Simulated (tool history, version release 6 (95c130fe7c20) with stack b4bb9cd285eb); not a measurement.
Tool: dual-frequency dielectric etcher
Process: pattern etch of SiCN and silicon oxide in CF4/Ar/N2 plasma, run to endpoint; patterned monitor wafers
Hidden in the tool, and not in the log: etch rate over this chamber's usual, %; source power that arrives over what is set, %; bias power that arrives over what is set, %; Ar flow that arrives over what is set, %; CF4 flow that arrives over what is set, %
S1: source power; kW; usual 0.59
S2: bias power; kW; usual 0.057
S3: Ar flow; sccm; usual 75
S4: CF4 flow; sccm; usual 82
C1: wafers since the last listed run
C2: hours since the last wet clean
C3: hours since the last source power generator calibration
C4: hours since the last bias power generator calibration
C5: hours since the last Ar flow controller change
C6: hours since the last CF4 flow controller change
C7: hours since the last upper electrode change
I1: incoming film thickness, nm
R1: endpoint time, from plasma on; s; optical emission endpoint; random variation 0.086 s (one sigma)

run 1 day=0 | S1=0.59 S2=0.057 S3=75 S4=82 | C1=0 C2=412.8 C3=52 C4=3439.1 C5=3382.4 C6=5241 C7=2265.8 | I1=11.09 | R1=10.7
-- day=0.604 Ar flow controller replaced
run 2 day=0.646 | S1=0.59 S2=0.057 S3=75 S4=82 | C1=186 C2=428.3 C3=67.5 C4=3454.6 C5=1 C6=5256.5 C7=2281.3 | I1=11.12 | R1=10.8
-- day=0.904 bias power generator calibrated
run 3 day=0.942 | S1=0.59 S2=0.057 S3=75 S4=82 | C1=60 C2=435.4 C3=74.6 C4=0.9 C5=8.1 C6=5263.6 C7=2288.4 | I1=11.17 | R1=10.8
run 4 day=1.592 | S1=0.59 S2=0.057 S3=75 S4=87 | C1=306 C2=451 C3=90.2 C4=16.5 C5=23.7 C6=5279.2 C7=2304 | I1=10.96 | R1=10.5
-- day=3.138 upper electrode replaced
run 5 day=3.158 | S1=0.46 S2=0.062 S3=88 S4=88 | C1=267 C2=488.6 C3=127.8 C4=54.1 C5=61.3 C6=5316.8 C7=0.5 | I1=11.11 | R1=12.8
run 6 day=3.171 | S1=0.54 S2=0.057 S3=92 S4=97 | C1=5 C2=488.9 C3=128.1 C4=54.4 C5=61.6 C6=5317.1 C7=0.8 | I1=11.06 | R1=11.5
run 7 day=3.571 | S1=0.59 S2=0.057 S3=75 S4=82 | C1=188 C2=498.5 C3=137.7 C4=64 C5=71.2 C6=5326.7 C7=10.4 | I1=11.11 | R1=10.8
-- day=3.929 CF4 flow controller replaced
run 8 day=3.95 | S1=0.59 S2=0.057 S3=60 S4=82 | C1=60 C2=507.6 C3=146.8 C4=73.1 C5=80.3 C6=0.5 C7=19.5 | I1=11.09 | R1=10.4
run 9 day=4.288 | S1=0.46 S2=0.057 S3=75 S4=92 | C1=159 C2=515.7 C3=154.9 C4=81.2 C5=88.4 C6=8.6 C7=27.6 | I1=11.17 | R1=12.9
-- day=5.596 wet clean of the chamber
run 10 day=5.617 | S1=0.66 S2=0.061 S3=90 S4=77 | C1=155 C2=0.5 C3=186.8 C4=113.1 C5=120.3 C6=40.5 C7=59.5 | I1=11.13 | R1=9.6
run 11 day=5.629 | S1=0.59 S2=0.057 S3=75 S4=82 | C1=5 C2=0.8 C3=187.1 C4=113.4 C5=120.6 C6=40.8 C7=59.8 | I1=11.04 | R1=10.4
run 12 day=5.675 | S1=0.64 S2=0.057 S3=69 S4=87 | C1=21 C2=1.9 C3=188.2 C4=114.5 C5=121.7 C6=41.9 C7=60.9 | I1=11.1 | R1=9.5
run 13 day=6.058 | S1=0.59 S2=0.048 S3=75 S4=92 | C1=180 C2=11.1 C3=197.4 C4=123.7 C5=130.9 C6=51.1 C7=70.1 | I1=11 | R1=10.4
run 14 day=6.462 | S1=0.53 S2=0.057 S3=62 S4=89 | C1=190 C2=20.8 C3=207.1 C4=133.4 C5=140.6 C6=60.8 C7=79.8 | I1=11.21 | R1=11.1
run 15 day=7.117 | S1=0.59 S2=0.057 S3=75 S4=82 | C1=308 C2=36.5 C3=222.8 C4=149.1 C5=156.3 C6=76.5 C7=95.5 | I1=11.15 | R1=10.3
run 16 day=7.538 | S1=0.59 S2=0.057 S3=86 S4=82 | C1=198 C2=46.6 C3=232.9 C4=159.2 C5=166.4 C6=86.6 C7=105.6 | I1=11.03 | R1=10.3
run 17 day=8.112 | S1=0.48 S2=0.052 S3=89 S4=82 | C1=271 C2=60.4 C3=246.7 C4=173 C5=180.2 C6=100.4 C7=119.4 | I1=11.14 | R1=12.6
run 18 day=8.808 | S1=0.59 S2=0.057 S3=75 S4=82 | C1=327 C2=77.1 C3=263.4 C4=189.7 C5=196.9 C6=117.1 C7=136.1 | I1=11.1 | R1=10.4
run 19 day=9.092 | S1=0.59 S2=0.057 S3=75 S4=82 | C1=133 C2=83.9 C3=270.2 C4=196.5 C5=203.7 C6=123.9 C7=142.9 | I1=11.1 | R1=10.4
run 20 day=9.546 | S1=0.59 S2=0.057 S3=75 S4=82 | C1=214 C2=94.8 C3=281.1 C4=207.4 C5=214.6 C6=134.8 C7=153.8 | I1=11.05 | R1=10.3
run 21 day=9.921 | S1=0.59 S2=0.057 S3=75 S4=82 | C1=176 C2=103.8 C3=290.1 C4=216.4 C5=223.6 C6=143.8 C7=162.8 | I1=11.08 | R1=10.3
run 22 day=10.275 | S1=0.67 S2=0.057 S3=75 S4=89 | C1=166 C2=112.3 C3=298.6 C4=224.9 C5=232.1 C6=152.3 C7=171.3 | I1=11.09 | R1=9.1
run 23 day=10.862 | S1=0.46 S2=0.061 S3=94 S4=88 | C1=276 C2=126.4 C3=312.7 C4=239 C5=246.2 C6=166.4 C7=185.4 | I1=11.2 | R1=12.7

5 ways to go on from here, each from the tool as it stands after run 23. What would each give?
run A day=10.879 | S1=0.59 S2=0.057 S3=75 S4=99 | C1=7 C2=126.8 C3=313.1 C4=239.4 C5=246.6 C6=166.8 C7=185.8 | I1=11.12 | R1=?
run B day=10.879 | S1=0.66 S2=0.049 S3=75 S4=95 | C1=7 C2=126.8 C3=313.1 C4=239.4 C5=246.6 C6=166.8 C7=185.8 | I1=11.12 | R1=?
run C day=10.879 | S1=0.59 S2=0.049 S3=81 S4=82 | C1=7 C2=126.8 C3=313.1 C4=239.4 C5=246.6 C6=166.8 C7=185.8 | I1=11.12 | R1=?
run D day=10.879 | S1=0.59 S2=0.057 S3=85 S4=82 | C1=7 C2=126.8 C3=313.1 C4=239.4 C5=246.6 C6=166.8 C7=185.8 | I1=11.12 | R1=?
run E day=10.879 | S1=0.5 S2=0.07 S3=75 S4=101 | C1=7 C2=126.8 C3=313.1 C4=239.4 C5=246.6 C6=166.8 C7=185.8 | I1=11.12 | R1=?

run=A R1=10.2
run=B R1=9.7
run=C R1=11
run=D R1=10.6
run=E R1=10.9
Without the tool's hidden state the same runs would have given:
run=A R1=10
run=B R1=9.6
run=C R1=10.8
run=D R1=10.5
run=E R1=10.8
